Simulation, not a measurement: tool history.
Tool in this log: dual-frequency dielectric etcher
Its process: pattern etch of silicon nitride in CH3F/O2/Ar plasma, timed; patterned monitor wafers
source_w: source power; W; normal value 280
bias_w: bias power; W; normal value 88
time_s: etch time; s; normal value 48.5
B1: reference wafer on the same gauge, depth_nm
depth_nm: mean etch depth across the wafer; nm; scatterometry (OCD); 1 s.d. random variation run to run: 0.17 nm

Run 1, hour 0: usual settings; B1 27.51. Result: depth_nm 30.18 nm.
Run 2, hour 26.1: usual settings; B1 27.51. Result: depth_nm 30.38 nm.
Run 3, hour 67.2: usual settings; B1 27.46. Result: depth_nm 30.38 nm.
Run 4, hour 115.3: usual settings; B1 27.54. Result: depth_nm 30.24 nm.
Run 5, hour 151: usual settings but bias_w 77 W, time_s 42 s; B1 27.51. Result: depth_nm 24.62 nm.
Run 6, hour 216.6: usual settings but bias_w 77 W, time_s 42 s; B1 27.5. Result: depth_nm 24.56 nm.
Run 7, hour 263.8: usual settings but bias_w 77 W, time_s 42 s; B1 27.52. Result: depth_nm 24.48 nm.
Run 8, hour 299.4: usual settings but source_w 250 W, time_s 37.5 s; B1 27.53. Result: depth_nm 21.88 nm.
Run 9, hour 345: usual settings but source_w 250 W, time_s 37.5 s; B1 27.49. Result: depth_nm 21.63 nm.
Run 10, hour 411.1: usual settings but source_w 250 W, time_s 37.5 s; B1 27.51. Result: depth_nm 21.58 nm.
At hour 526.5: wet clean of the chamber.
Run 11, hour 580.2: usual settings; B1 27.5. Result: depth_nm 30.27 nm.
Run 12, hour 620.7: usual settings; B1 27.46. Result: depth_nm 30.23 nm.
Run 13, hour 663.2: usual settings; B1 27.54. Result: depth_nm 30.14 nm.
At hour 707.2: gauge calibrated.
Run 14, hour 727.6: usual settings but time_s 60 s; B1 27.48. Result: depth_nm 37.03 nm.
Run 15, hour 786: usual settings but source_w 320 W; B1 27.51. Result: depth_nm 31.87 nm.
Run 16, hour 828.1: usual settings but source_w 240 W, bias_w 109 W, time_s 53 s; B1 27.48. Result: depth_nm 32.8 nm.
At hour 839.2: source power generator calibrated.
At hour 865.9: upper electrode replaced.
Run 17, hour 866.4: usual settings but source_w 240 W, time_s 38 s; B1 27.48. Result: depth_nm 21.72 nm.
Run 18, hour 891.2: usual settings but source_w 220 W, bias_w 75 W; B1 27.46. Result: depth_nm 24.84 nm.
Run 19, hour 922.4: usual settings but bias_w 97 W; B1 27.53. Result: depth_nm 30.67 nm.
At hour 965.9: bias power generator calibrated.
At hour 992.8: wet clean of the chamber.
Run 20, hour 993.3: usual settings but source_w 350 W, time_s 42.5 s; B1 27.5. Result: depth_nm 29.37 nm.
Run 21, hour 1040: usual settings; B1 27.5. Result: depth_nm 30.02 nm.
Run 22, hour 1109.6: usual settings but source_w 220 W; B1 27.49. Result: depth_nm 26.92 nm.
Run 23, hour 1165.9: usual settings but source_w 250 W, time_s 37.5 s; B1 27.54. Result: depth_nm 21.92 nm.
Run 24, hour 1205.4: usual settings but source_w 240 W, bias_w 109 W, time_s 41.5 s; B1 27.47. Result: depth_nm 25.6 nm.
Run 25, hour 1255.2: usual settings but source_w 210 W, bias_w 71 W, time_s 57 s; B1 27.5. Result: depth_nm 28.14 nm.
Run 26, hour 1289: usual settings but source_w 250 W, time_s 37.5 s; B1 27.54. Result: depth_nm 22 nm.
Run 27, hour 1333.7: usual settings; B1 27.52. Result: depth_nm 29.32 nm.

Table of differences, measured result less the result of that run with no hidden state. Run-to-run variation is the same in both. Gauge scatter possibly is not:
The tool's hidden condition here consists of: etch rate over this chamber's usual, %; source power that arrives over what is set, %; bias power that arrives over what is set, %; gauge reads high (%).
run  depth_nm
  1     +0.05
  2        +0
  3     -0.07
  4     -0.17
  5     -0.18
  6     -0.28
  7     -0.35
  8     -0.36
  9     -0.41
 10     -0.51
 11     +0.07
 12     +0.01
 13     -0.07
 14     -0.23
 15     -0.31
 16      -0.4
 17     -0.31
 18      -0.4
 19     -0.55
 20        +0
 21     -0.07
 22     -0.18
 23     -0.22
 24     -0.32
 25     -0.44
 26     -0.39
 27     -0.59

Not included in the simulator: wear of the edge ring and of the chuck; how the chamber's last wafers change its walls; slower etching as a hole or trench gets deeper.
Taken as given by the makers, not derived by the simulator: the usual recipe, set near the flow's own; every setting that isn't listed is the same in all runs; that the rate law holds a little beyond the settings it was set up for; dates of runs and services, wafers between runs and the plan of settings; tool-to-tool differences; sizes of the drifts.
